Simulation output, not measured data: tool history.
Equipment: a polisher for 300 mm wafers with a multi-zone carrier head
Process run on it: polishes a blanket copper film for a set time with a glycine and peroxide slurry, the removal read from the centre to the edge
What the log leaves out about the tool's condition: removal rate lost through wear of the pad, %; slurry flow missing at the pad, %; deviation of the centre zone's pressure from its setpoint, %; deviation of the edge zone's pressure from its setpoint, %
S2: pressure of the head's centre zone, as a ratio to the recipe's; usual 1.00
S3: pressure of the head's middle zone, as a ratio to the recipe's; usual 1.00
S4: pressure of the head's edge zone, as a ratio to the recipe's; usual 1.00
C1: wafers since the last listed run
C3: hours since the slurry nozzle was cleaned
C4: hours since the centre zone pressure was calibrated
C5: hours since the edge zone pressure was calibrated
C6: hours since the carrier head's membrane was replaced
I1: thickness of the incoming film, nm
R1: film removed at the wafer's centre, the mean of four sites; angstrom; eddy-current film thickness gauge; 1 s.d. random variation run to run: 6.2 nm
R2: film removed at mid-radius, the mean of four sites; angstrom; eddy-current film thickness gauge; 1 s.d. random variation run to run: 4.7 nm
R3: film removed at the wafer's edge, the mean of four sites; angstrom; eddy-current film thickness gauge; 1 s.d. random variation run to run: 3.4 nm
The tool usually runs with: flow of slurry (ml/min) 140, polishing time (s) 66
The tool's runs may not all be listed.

{"run": 1, "hour": 0.0, "flow of slurry (ml/min)": 140, "S2": 1.0, "S3": 1.0, "S4": 1.0, "polishing time (s)": 66, "C1": 0, "wafers polished on this pad": 394, "C3": 468.8, "C4": 569.7, "C5": 862.0, "C6": 1322.6, "I1": 2090.8, "R1": 4336, "R2": 4305, "R3": 4298}
{"run": 2, "hour": 17.2, "flow of slurry (ml/min)": 140, "S2": 1.0, "S3": 1.0, "S4": 1.0, "polishing time (s)": 66, "C1": 224, "wafers polished on this pad": 619, "C3": 486.0, "C4": 586.9, "C5": 879.2, "C6": 1339.8, "I1": 2115.0, "R1": 4212, "R2": 4294, "R3": 4221}
{"run": 3, "hour": 24.7, "flow of slurry (ml/min)": 140, "S2": 1.0, "S3": 1.0, "S4": 1.0, "polishing time (s)": 73, "C1": 98, "wafers polished on this pad": 717, "C3": 493.5, "C4": 594.4, "C5": 886.7, "C6": 1347.3, "I1": 2066.0, "R1": 4812, "R2": 4618, "R3": 4649}
{"hour": 30.5, "done": "worn pad replaced by a new one"}
{"run": 4, "hour": 33.5, "flow of slurry (ml/min)": 140, "S2": 1.0, "S3": 1.0, "S4": 1.0, "polishing time (s)": 73, "C1": 62, "wafers polished on this pad": 38, "C3": 502.3, "C4": 603.2, "C5": 895.5, "C6": 1356.1, "I1": 2058.3, "R1": 5204, "R2": 5162, "R3": 5118}
{"run": 5, "hour": 49.0, "flow of slurry (ml/min)": 140, "S2": 1.0, "S3": 1.0, "S4": 1.0, "polishing time (s)": 73, "C1": 202, "wafers polished on this pad": 241, "C3": 517.8, "C4": 618.7, "C5": 911.0, "C6": 1371.6, "I1": 2097.2, "R1": 4926, "R2": 4868, "R3": 4869}
{"run": 6, "hour": 63.9, "flow of slurry (ml/min)": 140, "S2": 1.0, "S3": 1.0, "S4": 1.0, "polishing time (s)": 66, "C1": 194, "wafers polished on this pad": 436, "C3": 532.7, "C4": 633.6, "C5": 925.9, "C6": 1386.5, "I1": 2099.5, "R1": 4261, "R2": 4291, "R3": 4269}
{"run": 7, "hour": 78.2, "flow of slurry (ml/min)": 140, "S2": 1.0, "S3": 1.0, "S4": 1.0, "polishing time (s)": 66, "C1": 187, "wafers polished on this pad": 623, "C3": 547.0, "C4": 647.9, "C5": 940.2, "C6": 1400.8, "I1": 2072.8, "R1": 4365, "R2": 4210, "R3": 4193}
{"hour": 90.5, "done": "carrier head's membrane replaced by a new one"}
{"run": 8, "hour": 91.0, "flow of slurry (ml/min)": 170, "S2": 1.0, "S3": 1.0, "S4": 1.0, "polishing time (s)": 49, "C1": 102, "wafers polished on this pad": 725, "C3": 559.8, "C4": 660.7, "C5": 953.0, "C6": 0.5, "I1": 2083.0, "R1": 3326, "R2": 3235, "R3": 3223}
{"run": 9, "hour": 93.8, "flow of slurry (ml/min)": 140, "S2": 1.0, "S3": 1.0, "S4": 1.0, "polishing time (s)": 56, "C1": 36, "wafers polished on this pad": 761, "C3": 562.6, "C4": 663.5, "C5": 955.8, "C6": 3.3, "I1": 2108.7, "R1": 3591, "R2": 3584, "R3": 3555}
{"hour": 97.1, "done": "edge zone pressure recalibrated"}
{"hour": 105.9, "done": "worn pad replaced by a new one"}
{"run": 10, "hour": 107.6, "flow of slurry (ml/min)": 140, "S2": 1.04, "S3": 1.0, "S4": 1.0, "polishing time (s)": 66, "C1": 102, "wafers polished on this pad": 22, "C3": 576.4, "C4": 677.3, "C5": 10.5, "C6": 17.1, "I1": 2062.7, "R1": 4947, "R2": 4594, "R3": 4568}
{"run": 11, "hour": 118.4, "flow of slurry (ml/min)": 140, "S2": 1.0, "S3": 1.0, "S4": 1.0, "polishing time (s)": 66, "C1": 141, "wafers polished on this pad": 163, "C3": 587.2, "C4": 688.1, "C5": 21.3, "C6": 27.9, "I1": 2068.5, "R1": 4492, "R2": 4404, "R3": 4365}
{"hour": 122.4, "done": "slurry nozzle cleaned"}
{"run": 12, "hour": 124.5, "flow of slurry (ml/min)": 140, "S2": 1.0, "S3": 1.0, "S4": 0.93, "polishing time (s)": 88, "C1": 66, "wafers polished on this pad": 230, "C3": 2.1, "C4": 694.2, "C5": 27.4, "C6": 34.0, "I1": 2059.2, "R1": 5807, "R2": 5769, "R3": 5553}
{"hour": 127.8, "done": "centre zone pressure recalibrated"}
{"run": 13, "hour": 142.3, "flow of slurry (ml/min)": 140, "S2": 1.0, "S3": 1.0, "S4": 1.0, "polishing time (s)": 66, "C1": 206, "wafers polished on this pad": 437, "C3": 19.9, "C4": 14.5, "C5": 45.2, "C6": 51.8, "I1": 2085.9, "R1": 4304, "R2": 4261, "R3": 4199}
{"hour": 170.9, "done": "worn pad replaced by a new one"}
{"run": 14, "hour": 182.8, "flow of slurry (ml/min)": 140, "S2": 0.92, "S3": 1.0, "S4": 1.0, "polishing time (s)": 66, "C1": 477, "wafers polished on this pad": 155, "C3": 60.4, "C4": 55.0, "C5": 85.7, "C6": 92.3, "I1": 2076.7, "R1": 4155, "R2": 4457, "R3": 4424}
{"run": 15, "hour": 192.5, "flow of slurry (ml/min)": 140, "S2": 1.0, "S3": 1.0, "S4": 1.0, "polishing time (s)": 66, "C1": 126, "wafers polished on this pad": 282, "C3": 70.1, "C4": 64.7, "C5": 95.4, "C6": 102.0, "I1": 2094.7, "R1": 4495, "R2": 4376, "R3": 4319}

Difference, measured minus no-hidden-state, one row per run. Run-to-run variation is common to both terms; the gauge's own scatter need not be:
run=1 R1=-452 R2=-449 R3=-447
run=2 R1=-528 R2=-537 R3=-529
run=3 R1=-629 R2=-603 R3=-607
run=4 R1=-110 R2=-109 R3=-109
run=5 R1=-383 R2=-377 R3=-378
run=6 R1=-460 R2=-464 R3=-461
run=7 R1=-542 R2=-523 R3=-521
run=8 R1=-441 R2=-429 R3=-427
run=9 R1=-481 R2=-480 R3=-476
run=10 R1=-166 R2=-155 R3=-154
run=11 R1=-359 R2=-351 R3=-348
run=12 R1=-574 R2=-570 R3=-548
run=13 R1=-579 R2=-573 R3=-565
run=14 R1=-262 R2=-281 R3=-279
run=15 R1=-410 R2=-399 R3=-394

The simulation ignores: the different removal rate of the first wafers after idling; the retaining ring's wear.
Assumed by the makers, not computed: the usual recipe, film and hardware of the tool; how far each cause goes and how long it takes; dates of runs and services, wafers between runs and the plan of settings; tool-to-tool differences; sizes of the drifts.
